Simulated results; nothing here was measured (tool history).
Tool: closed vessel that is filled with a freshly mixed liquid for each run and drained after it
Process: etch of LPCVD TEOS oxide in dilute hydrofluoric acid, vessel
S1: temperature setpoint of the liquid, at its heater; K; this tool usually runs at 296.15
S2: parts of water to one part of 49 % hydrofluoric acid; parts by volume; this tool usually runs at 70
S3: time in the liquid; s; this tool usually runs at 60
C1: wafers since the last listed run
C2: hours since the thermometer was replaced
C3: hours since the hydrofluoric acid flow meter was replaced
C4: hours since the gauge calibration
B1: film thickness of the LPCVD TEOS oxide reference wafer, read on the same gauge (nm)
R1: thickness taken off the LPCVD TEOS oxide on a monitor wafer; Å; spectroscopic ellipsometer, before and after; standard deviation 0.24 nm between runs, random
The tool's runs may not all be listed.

run,hour,S1,S2,S3,C1,C2,C3,C4,B1,R1
1,0.0,296.15,70,60,0,2564.9,1949.5,60.4,70.00,249.4
2,34.7,296.15,70,60,4619,2599.6,1984.2,95.1,69.96,248.7
3,48.6,296.15,70,85,1850,2613.5,1998.1,109.0,70.05,353.7
4,73.5,296.15,70,85,3314,2638.4,2023.0,133.9,70.02,352.6
5,87.3,296.15,70,85,1836,2652.2,2036.8,147.7,69.97,354.1
6,100.4,293.65,60,60,1743,2665.3,2049.9,160.8,69.95,267.5
7,123.3,293.65,60,60,3048,2688.2,2072.8,183.7,69.94,264.1
8,194.8,293.65,60,60,9517,2759.7,2144.3,255.2,70.00,268.3
9,213.3,296.15,70,60,2462,2778.2,2162.8,273.7,70.00,249.7
# hour 222.0: gauge calibrated
10,238.9,296.15,70,60,3407,2803.8,2188.4,16.9,69.98,253.2
# hour 268.9: hydrofluoric acid flow meter replaced
11,272.2,293.65,60,60,4299,2837.1,3.3,50.2,69.99,265.1
12,288.2,296.15,70,60,2129,2853.1,19.3,66.2,69.99,249.8
13,301.7,296.15,70,60,1797,2866.6,32.8,79.7,70.03,248.9
14,317.8,299.15,60,60,2143,2882.7,48.9,95.8,70.00,335.9
# hour 338.9: thermometer replaced
15,339.4,294.15,85,85,2742,0.5,70.5,117.4,70.03,263.0
16,362.6,296.15,60,60,3088,23.7,93.7,140.6,69.99,295.6
17,382.5,296.15,70,60,2648,43.6,113.6,160.5,69.95,254.8
18,394.9,301.15,95,60,1650,56.0,126.0,172.9,69.99,216.4
19,417.6,292.15,95,45,3021,78.7,148.7,195.6,70.01,114.7
20,443.8,296.15,80,30,3487,104.9,174.9,221.8,70.00,108.5
21,457.7,292.65,40,40,1850,118.8,188.8,235.7,69.98,267.1

How the hidden state differs across the entries between the runs, from the last listed run before each to the first after it:
Between runs 9 and 10: gauge calibrated (hour 222.0)
  both runs share identical hidden conditions
Between runs 10 and 11: hydrofluoric acid flow meter replaced (hour 268.9)
  both runs share identical hidden conditions
Between runs 14 and 15: thermometer replaced (hour 338.9)
  both runs share identical hidden conditions
